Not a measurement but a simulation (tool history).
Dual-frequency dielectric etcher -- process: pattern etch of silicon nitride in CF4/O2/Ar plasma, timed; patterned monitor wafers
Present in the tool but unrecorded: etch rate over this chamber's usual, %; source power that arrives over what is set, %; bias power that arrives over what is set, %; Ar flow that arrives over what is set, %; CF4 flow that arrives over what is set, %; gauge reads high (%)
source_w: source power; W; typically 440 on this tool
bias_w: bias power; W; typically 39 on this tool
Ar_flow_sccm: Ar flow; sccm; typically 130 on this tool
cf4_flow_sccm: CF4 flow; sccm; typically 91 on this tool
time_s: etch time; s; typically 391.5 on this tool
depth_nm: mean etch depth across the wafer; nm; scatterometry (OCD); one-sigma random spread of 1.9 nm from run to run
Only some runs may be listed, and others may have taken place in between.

run	day	source_w	bias_w	Ar_flow_sccm	cf4_flow_sccm	time_s	wafers since the last listed run	hours since the last wet clean	hours since the last source power generator calibration	hours since the last bias power generator calibration	hours since the last Ar flow controller change	hours since the last CF4 flow controller change	hours since the last upper electrode change	hours since the gauge calibration	read-back reference wafer on the same gauge, depth_nm	depth_nm
1	0.000	440	39	130	91	391.5	0	280.1	14.1	1253.2	1671.3	154.6	3946.1	3039.9	475.5	576.7
2	3.204	440	39	130	91	391.5	304	357.0	91.0	1330.1	1748.2	231.5	4023.0	3116.8	476.1	569.9
3	7.658	440	39	130	91	391.5	423	463.9	197.9	1437.0	1855.1	338.4	4129.9	3223.7	475.6	565.5
# day 10.383: wet clean of the chamber
4	10.404	490	33	130	91	457.0	165	0.5	263.8	1502.9	1921.0	404.3	4195.8	3289.6	475.7	690.9
5	12.617	440	39	152	99	391.5	210	53.6	316.9	1556.0	1974.1	457.4	4248.9	3342.7	476.0	574.4
# day 14.279: gauge calibrated
# day 14.467: upper electrode replaced
# day 16.412: Ar flow controller replaced
6	16.867	380	39	139	112	499.5	285	155.6	418.9	1658.0	10.9	559.4	57.6	62.1	476.2	655.0
7	19.383	330	39	130	91	391.5	239	216.0	479.3	1718.4	71.3	619.8	118.0	122.5	476.1	434.3
8	22.288	350	42	144	91	391.5	275	285.7	549.0	1788.1	141.0	689.5	187.7	192.2	476.0	465.8
9	34.138	440	39	130	110	391.5	1125	570.1	833.4	2072.5	425.4	973.9	472.1	476.6	476.0	572.9
10	35.742	440	39	130	91	391.5	152	608.6	871.9	2111.0	463.9	1012.4	510.6	515.1	476.3	554.0
# day 36.862: wet clean of the chamber
11	39.833	440	39	130	107	391.5	293	71.3	970.1	2209.2	562.1	1110.6	608.8	613.3	475.7	586.7
12	41.667	440	39	105	91	391.5	174	115.3	1014.1	2253.2	606.1	1154.6	652.8	657.3	476.1	585.3
# day 43.754: bias power generator calibrated
13	44.750	440	39	130	99	362.0	277	189.3	1088.1	23.9	680.1	1228.6	726.8	731.3	475.6	545.3
14	48.575	440	39	141	107	391.5	363	281.1	1179.9	115.7	771.9	1320.4	818.6	823.1	475.9	587.6
15	52.354	470	39	130	91	391.5	359	371.8	1270.6	206.4	862.6	1411.1	909.3	913.8	475.9	612.4
16	58.242	440	39	130	91	391.5	559	513.1	1411.9	347.7	1003.9	1552.4	1050.6	1055.1	476.1	569.8
# day 63.188: wet clean of the chamber
17	63.208	440	39	130	91	391.5	376	0.5	1531.1	466.9	1123.1	1671.6	1169.8	1174.3	476.0	587.4
18	65.829	440	30	130	91	391.5	248	63.4	1594.0	529.8	1186.0	1734.5	1232.7	1237.2	475.8	514.3
19	69.954	470	31	130	91	293.5	391	162.4	1693.0	628.8	1285.0	1833.5	1331.7	1336.2	476.0	414.5
20	71.742	480	35	139	98	391.5	169	205.3	1735.9	671.7	1327.9	1876.4	1374.6	1379.1	476.1	600.2
21	73.912	410	39	130	91	391.5	206	257.4	1788.0	723.8	1380.0	1928.5	1426.7	1431.2	476.1	540.9

Branching from run 21: 4 alternative next runs. What would each branch give?
A	73.933	440	43	130	91	391.5	1	257.9	1788.5	724.3	1380.5	1929.0	1427.2	1431.7	?	?
B	73.933	440	39	130	75	391.5	1	257.9	1788.5	724.3	1380.5	1929.0	1427.2	1431.7	?	?
C	73.933	530	39	130	91	391.5	1	257.9	1788.5	724.3	1380.5	1929.0	1427.2	1431.7	?	?
D	73.933	440	45	162	81	320.0	1	257.9	1788.5	724.3	1380.5	1929.0	1427.2	1431.7	?	?

run	read-back reference wafer on the same gauge, depth_nm	depth_nm
A	476.0	603.7
B	476.0	551.0
C	476.0	684.8
D	476.0	475.9
Without the tool's unlogged condition, the same runs would have read:
run	depth_nm
A	614.7
B	561.1
C	697.1
D	484.7
